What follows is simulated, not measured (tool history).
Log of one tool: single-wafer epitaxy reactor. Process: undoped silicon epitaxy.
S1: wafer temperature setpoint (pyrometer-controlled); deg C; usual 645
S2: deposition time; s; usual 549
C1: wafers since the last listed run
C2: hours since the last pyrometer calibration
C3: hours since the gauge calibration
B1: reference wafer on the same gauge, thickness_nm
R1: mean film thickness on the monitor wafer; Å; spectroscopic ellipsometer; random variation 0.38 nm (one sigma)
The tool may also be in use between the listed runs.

{"run": 1, "hour": 0.0, "S1": 645, "S2": 549, "C1": 0, "C2": 456.9, "C3": 585.2, "B1": 82.016, "R1": 794.79}
{"hour": 13.5, "done": "gauge calibrated"}
{"run": 2, "hour": 55.6, "S1": 645, "S2": 549, "C1": 128, "C2": 512.5, "C3": 42.1, "B1": 81.965, "R1": 797.91}
{"run": 3, "hour": 115.1, "S1": 638, "S2": 477, "C1": 137, "C2": 572, "C3": 101.6, "B1": 81.968, "R1": 602.03}
{"run": 4, "hour": 146.3, "S1": 648, "S2": 493, "C1": 72, "C2": 603.2, "C3": 132.8, "B1": 82.11, "R1": 755.68}
{"run": 5, "hour": 189.2, "S1": 648, "S2": 493, "C1": 99, "C2": 646.1, "C3": 175.7, "B1": 82.043, "R1": 748.15}
{"run": 6, "hour": 241.1, "S1": 648, "S2": 493, "C1": 120, "C2": 698, "C3": 227.6, "B1": 82.217, "R1": 755.41}
{"run": 7, "hour": 265.7, "S1": 645, "S2": 549, "C1": 56, "C2": 722.6, "C3": 252.2, "B1": 82.057, "R1": 789.68}
{"run": 8, "hour": 320.6, "S1": 645, "S2": 549, "C1": 126, "C2": 777.5, "C3": 307.1, "B1": 82.125, "R1": 791.64}
{"run": 9, "hour": 372.7, "S1": 645, "S2": 549, "C1": 120, "C2": 829.6, "C3": 359.2, "B1": 82.154, "R1": 793.5}
{"run": 10, "hour": 406.8, "S1": 645, "S2": 549, "C1": 78, "C2": 863.7, "C3": 393.3, "B1": 81.966, "R1": 785.43}
{"run": 11, "hour": 433.2, "S1": 645, "S2": 549, "C1": 61, "C2": 890.1, "C3": 419.7, "B1": 82.059, "R1": 782.68}
{"run": 12, "hour": 463.3, "S1": 645, "S2": 549, "C1": 69, "C2": 920.2, "C3": 449.8, "B1": 82.015, "R1": 784.96}
{"run": 13, "hour": 490.8, "S1": 645, "S2": 549, "C1": 63, "C2": 947.7, "C3": 477.3, "B1": 82.135, "R1": 777.62}
{"hour": 526.4, "done": "gauge calibrated"}
{"run": 14, "hour": 547.1, "S1": 640, "S2": 614, "C1": 130, "C2": 1004, "C3": 20.7, "B1": 82.137, "R1": 787.31}
{"hour": 556.5, "done": "pyrometer calibrated"}
{"run": 15, "hour": 600.7, "S1": 645, "S2": 549, "C1": 105, "C2": 44.2, "C3": 74.3, "B1": 82.177, "R1": 794.98}
{"run": 16, "hour": 642.7, "S1": 660, "S2": 452, "C1": 97, "C2": 86.2, "C3": 116.3, "B1": 82.119, "R1": 884.96}
{"run": 17, "hour": 689.8, "S1": 645, "S2": 549, "C1": 108, "C2": 133.3, "C3": 163.4, "B1": 82, "R1": 798.65}
{"run": 18, "hour": 734.0, "S1": 640, "S2": 594, "C1": 102, "C2": 177.5, "C3": 207.6, "B1": 82.081, "R1": 789.12}
{"run": 19, "hour": 760.3, "S1": 637, "S2": 440, "C1": 60, "C2": 203.8, "C3": 233.9, "B1": 82.049, "R1": 545.57}
{"run": 20, "hour": 801.4, "S1": 636, "S2": 653, "C1": 95, "C2": 244.9, "C3": 275, "B1": 82.148, "R1": 808.28}
{"run": 21, "hour": 847.1, "S1": 648, "S2": 493, "C1": 105, "C2": 290.6, "C3": 320.7, "B1": 82.104, "R1": 759.8}
{"run": 22, "hour": 876.6, "S1": 637, "S2": 492, "C1": 68, "C2": 320.1, "C3": 350.2, "B1": 82.142, "R1": 611.75}
{"run": 23, "hour": 929.2, "S1": 638, "S2": 477, "C1": 121, "C2": 372.7, "C3": 402.8, "B1": 82.103, "R1": 606.74}
{"run": 24, "hour": 978.0, "S1": 637, "S2": 630, "C1": 112, "C2": 421.5, "C3": 451.6, "B1": 82.047, "R1": 779.91}
{"run": 25, "hour": 1032.5, "S1": 645, "S2": 465, "C1": 126, "C2": 476, "C3": 506.1, "B1": 82.157, "R1": 675.97}

3 ways to go on from here, each from the tool as it stands after run 25. What would each give?
{"run": "A", "hour": 1033.1, "S1": 645, "S2": 549, "C1": 1, "C2": 476.6, "C3": 506.7, "B1": "?", "R1": "?"}
{"run": "B", "hour": 1033.1, "S1": 645, "S2": 588, "C1": 1, "C2": 476.6, "C3": 506.7, "B1": "?", "R1": "?"}
{"run": "C", "hour": 1033.1, "S1": 636, "S2": 476, "C1": 1, "C2": 476.6, "C3": 506.7, "B1": "?", "R1": "?"}

run=A B1=82.113 R1=796.79
run=B B1=82.113 R1=853.4
run=C B1=82.113 R1=579.35
Without the tool's hidden state the same runs would have given:
run=A R1=799.06
run=B R1=855.83
run=C R1=581.03
